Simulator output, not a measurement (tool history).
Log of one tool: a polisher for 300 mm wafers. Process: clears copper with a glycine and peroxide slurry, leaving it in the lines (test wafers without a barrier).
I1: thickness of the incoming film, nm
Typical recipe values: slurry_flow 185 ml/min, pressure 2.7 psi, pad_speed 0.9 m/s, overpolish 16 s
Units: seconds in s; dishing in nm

Run 1, hour 0.0: usual settings but pressure 3.1 psi; I1 388.8. Result: seconds 61.8 s, dishing 58.4 nm.
At hour 72.9: worn pad replaced by a new one.
Run 2, hour 83.0: usual settings but pressure 3.1 psi; I1 390.6. Result: seconds 64.3 s, dishing 59.3 nm.
Run 3, hour 144.1: usual settings but pressure 3.1 psi; I1 385.1. Result: seconds 62.1 s, dishing 57.0 nm.
Run 4, hour 239.8: usual settings but slurry_flow 150 ml/min; I1 391.6. Result: seconds 75.6 s, dishing 50.9 nm.
At hour 242.3: head pressure recalibrated.
Run 5, hour 324.3: usual settings but overpolish 24 s; I1 385.8. Result: seconds 69.5 s, dishing 71.1 nm.
Run 6, hour 406.5: usual settings but overpolish 24 s; I1 388.7. Result: seconds 69.2 s, dishing 70.8 nm.
Run 7, hour 453.3: usual settings but overpolish 24 s; I1 387.9. Result: seconds 71.7 s, dishing 71.1 nm.
At hour 483.7: worn pad replaced by a new one.
Run 8, hour 548.2: usual settings; I1 384.0. Result: seconds 68.8 s, dishing 52.6 nm.
At hour 600.0: slurry nozzle cleaned.
Run 9, hour 602.7: usual settings but slurry_flow 135 ml/min; I1 386.0. Result: seconds 74.0 s, dishing 51.4 nm.
Run 10, hour 645.0: usual settings but slurry_flow 135 ml/min; I1 383.4. Result: seconds 72.9 s, dishing 49.9 nm.
Run 11, hour 885.7: usual settings but slurry_flow 135 ml/min; I1 383.3. Result: seconds 76.1 s, dishing 51.6 nm.
At hour 900.5: worn pad replaced by a new one.
Run 12, hour 948.8: usual settings; I1 385.7. Result: seconds 70.8 s, dishing 52.7 nm.
Run 13, hour 1046.3: usual settings; I1 390.7. Result: seconds 67.8 s, dishing 52.7 nm.
Run 14, hour 1094.5: usual settings but slurry_flow 125 ml/min; I1 384.5. Result: seconds 75.8 s, dishing 50.8 nm.
Run 15, hour 1196.9: usual settings but pressure 1.9 psi; I1 383.3. Result: seconds 92.9 s, dishing 43.2 nm.
At hour 1286.1: worn pad replaced by a new one.
Run 16, hour 1295.8: usual settings but slurry_flow 135 ml/min; I1 392.0. Result: seconds 74.9 s, dishing 50.6 nm.
Run 17, hour 1370.6: usual settings; I1 382.9. Result: seconds 69.4 s, dishing 54.0 nm.

The next listed run, before its measurement:
At hour 1401.6: slurry nozzle cleaned.
Run 18, hour 1427.9: usual settings; I1 388.5. Result: seconds ?, dishing ?.

seconds: 69.0 s
dishing: 53.3 nm
Without the tool's hidden state the same run would have given seconds 69.0 s, dishing 53.3 nm.

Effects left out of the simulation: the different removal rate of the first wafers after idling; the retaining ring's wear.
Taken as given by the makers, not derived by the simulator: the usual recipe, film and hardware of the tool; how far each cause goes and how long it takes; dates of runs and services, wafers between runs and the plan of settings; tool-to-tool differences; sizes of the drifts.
